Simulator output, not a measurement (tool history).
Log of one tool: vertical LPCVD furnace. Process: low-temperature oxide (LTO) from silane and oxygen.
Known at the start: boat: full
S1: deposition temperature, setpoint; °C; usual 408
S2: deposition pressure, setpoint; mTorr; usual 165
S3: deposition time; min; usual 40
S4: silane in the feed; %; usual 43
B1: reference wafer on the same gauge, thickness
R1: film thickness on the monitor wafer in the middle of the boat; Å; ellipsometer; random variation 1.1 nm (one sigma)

run    hour   S1   S2    S3  S4      B1      R1
  1       0  408  165    40  43  278.11  3174.2
  2    96.3  408  165    40  43  278.01  3209.7
  3   134.5  408  165    40  43  278.09  3175.5
      153.2  -- gauge calibrated
  4   170.6  408  165    40  45  277.99  3367.4
  5   225.9  408  165    40  45   277.9  3340.8
  6   279.7  408  165    40  43  278.03  3217.8
      440.5  -- pressure gauge zeroed
  7   495.6  408  165    40  43  277.92  3167.8
  8   566.8  408  165    40  38  277.81  2765.8
  9   593.4  408  165    40  38  277.89  2782.4
      643.9  -- silane flow controller replaced
 10   697.2  408  165  29.5  43  278.23  2365.2
      758.9  -- gauge calibrated
 11   849.5  408  125  28.5  43  278.18  1712.8
 12   894.6  408  180    40  37   277.7  2947.1
 13   946.7  408  200    40  46  277.91  4163.2
      987.6  -- thermocouples replaced and temperature profile calibrated
 14    1011  415  165  31.5  43  278.17  2591.1
 15  1075.6  401  165    40  40  278.03  2629.8
 16  1132.1  400  180  46.5  48  278.33  4010.2
 17  1192.7  408  165    40  43  278.01    3083
 18  1258.8  408  165    40  43  278.14  3087.2

3 ways to go on from here, each from the tool as it stands after run 18. What would each give?
  A  1263.9  418  165  40  43   ?   ?
  B  1263.9  408  165  45  43   ?   ?
  C  1263.9  401  165  27  50   ?   ?

run      B1      R1
  A  277.95  3419.1
  B  277.95    3474
  C  277.95  2237.6
Without the tool's hidden state the same runs would have given:
run      R1
  A  3378.1
  B  3430.6
  C  2210.4
